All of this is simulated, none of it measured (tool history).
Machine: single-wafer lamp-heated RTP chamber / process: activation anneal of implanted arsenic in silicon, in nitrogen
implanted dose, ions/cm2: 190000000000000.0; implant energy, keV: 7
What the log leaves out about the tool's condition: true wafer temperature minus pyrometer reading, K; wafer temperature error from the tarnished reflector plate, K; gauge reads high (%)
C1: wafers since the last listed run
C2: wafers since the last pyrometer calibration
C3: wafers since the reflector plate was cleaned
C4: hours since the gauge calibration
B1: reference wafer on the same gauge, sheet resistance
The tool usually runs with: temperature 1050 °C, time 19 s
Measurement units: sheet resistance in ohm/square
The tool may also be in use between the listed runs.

Run 1, day 0.000: usual settings but temperature 1032 °C, time 23 s; C1 0; C2 985; C3 2611; C4 290.2; B1 495.85. Result: sheet resistance 526.83 ohm/square.
Run 2, day 1.362: usual settings but temperature 1032 °C, time 23 s; C1 534; C2 1520; C3 3146; C4 322.9; B1 495.98. Result: sheet resistance 526.96 ohm/square.
Run 3, day 1.888: usual settings but temperature 1032 °C; C1 206; C2 1726; C3 3352; C4 335.5; B1 496.06. Result: sheet resistance 530.69 ohm/square.
Run 4, day 2.646: usual settings but temperature 1032 °C; C1 297; C2 2023; C3 3649; C4 353.7; B1 496.07. Result: sheet resistance 529.00 ohm/square.
Run 5, day 5.133: usual settings but temperature 1032 °C; C1 976; C2 2999; C3 4625; C4 413.4; B1 495.97. Result: sheet resistance 530.74 ohm/square.
At day 6.812: reflector plate cleaned.
Run 6, day 7.983: usual settings; C1 987; C2 3987; C3 459; C4 481.8; B1 495.91. Result: sheet resistance 521.90 ohm/square.
Run 7, day 9.242: usual settings; C1 493; C2 4481; C3 952; C4 512.0; B1 496.06. Result: sheet resistance 520.48 ohm/square.
Run 8, day 10.267: usual settings; C1 402; C2 4883; C3 1355; C4 536.6; B1 495.87. Result: sheet resistance 518.73 ohm/square.
At day 10.979: gauge calibrated.
Run 9, day 11.758: usual settings; C1 585; C2 5469; C3 1940; C4 18.7; B1 496.07. Result: sheet resistance 519.03 ohm/square.
Run 10, day 12.542: usual settings but temperature 1038 °C; C1 307; C2 5776; C3 2247; C4 37.5; B1 495.95. Result: sheet resistance 526.84 ohm/square.
Run 11, day 13.325: usual settings; C1 307; C2 6083; C3 2555; C4 56.3; B1 496.06. Result: sheet resistance 516.85 ohm/square.
Run 12, day 13.946: usual settings; C1 243; C2 6327; C3 2798; C4 71.2; B1 495.83. Result: sheet resistance 518.01 ohm/square.
Run 13, day 14.533: usual settings; C1 230; C2 6558; C3 3029; C4 85.3; B1 495.88. Result: sheet resistance 518.81 ohm/square.
Run 14, day 15.783: usual settings; C1 490; C2 7048; C3 3520; C4 115.3; B1 495.92. Result: sheet resistance 517.95 ohm/square.
Run 15, day 16.971: usual settings but temperature 1062 °C, time 14 s; C1 466; C2 7514; C3 3986; C4 143.8; B1 496.02. Result: sheet resistance 519.81 ohm/square.
At day 17.788: pyrometer window cleaned and pyrometer calibrated.
Run 16, day 18.408: usual settings but time 27 s; C1 433; C2 243; C3 4419; C4 178.3; B1 495.97. Result: sheet resistance 511.98 ohm/square.
Run 17, day 19.279: usual settings; C1 341; C2 584; C3 4761; C4 199.2; B1 495.99. Result: sheet resistance 522.73 ohm/square.
Run 18, day 20.529: usual settings; C1 490; C2 1075; C3 5251; C4 229.2; B1 496.03. Result: sheet resistance 518.01 ohm/square.
At day 21.696: reflector plate cleaned.
Run 19, day 21.717: usual settings but time 23 s; C1 335; C2 1410; C3 8; C4 257.7; B1 496.20. Result: sheet resistance 515.90 ohm/square.
Run 20, day 22.746: usual settings but temperature 1021 °C, time 27 s; C1 403; C2 1814; C3 412; C4 282.4; B1 495.90. Result: sheet resistance 527.37 ohm/square.
Run 21, day 23.421: usual settings; C1 264; C2 2079; C3 676; C4 298.6; B1 495.95. Result: sheet resistance 518.68 ohm/square.
Run 22, day 24.575: usual settings but time 10 s; C1 452; C2 2532; C3 1129; C4 326.3; B1 495.90. Result: sheet resistance 534.51 ohm/square.
Run 23, day 25.883: usual settings but temperature 1066 °C, time 22 s; C1 513; C2 3045; C3 1643; C4 357.7; B1 496.09. Result: sheet resistance 511.03 ohm/square.
Run 24, day 27.017: usual settings but temperature 1062 °C, time 14 s; C1 444; C2 3490; C3 2088; C4 384.9; B1 495.83. Result: sheet resistance 520.00 ohm/square.
Run 25, day 28.058: usual settings but temperature 1034 °C, time 10 s; C1 408; C2 3899; C3 2496; C4 409.9; B1 495.86. Result: sheet resistance 539.55 ohm/square.
Run 26, day 28.842: usual settings but temperature 1075 °C, time 10 s; C1 307; C2 4206; C3 2804; C4 428.7; B1 496.09. Result: sheet resistance 519.41 ohm/square.

For each entry between runs, how does the tool's hidden state at the last listed run before it compare with that at the first listed run after it?
Runs 5 to 6: reflector plate cleaned (day 6.812)
  true wafer temperature minus pyrometer reading, K: 2.12 -> 3.35
  the result without the hidden state subtracted from the measured one, sheet resistance: -0.98 -> -1.74 ohm/square
Runs 8 to 9: gauge calibrated (day 10.979)
  true wafer temperature minus pyrometer reading, K: 4.61 -> 5.57
  the result without the hidden state subtracted from the measured one, sheet resistance: -2.40 -> -2.90 ohm/square
Runs 15 to 16: pyrometer window cleaned and pyrometer calibrated (day 17.788)
  true wafer temperature minus pyrometer reading, K: 9.76 -> 1.43
  the result without the hidden state subtracted from the measured one, sheet resistance: -4.99 -> -0.82 ohm/square
Runs 18 to 19: reflector plate cleaned (day 21.696)
  true wafer temperature minus pyrometer reading, K: 1.6 -> 1.79
  the result without the hidden state subtracted from the measured one, sheet resistance: -0.82 -> -0.98 ohm/square
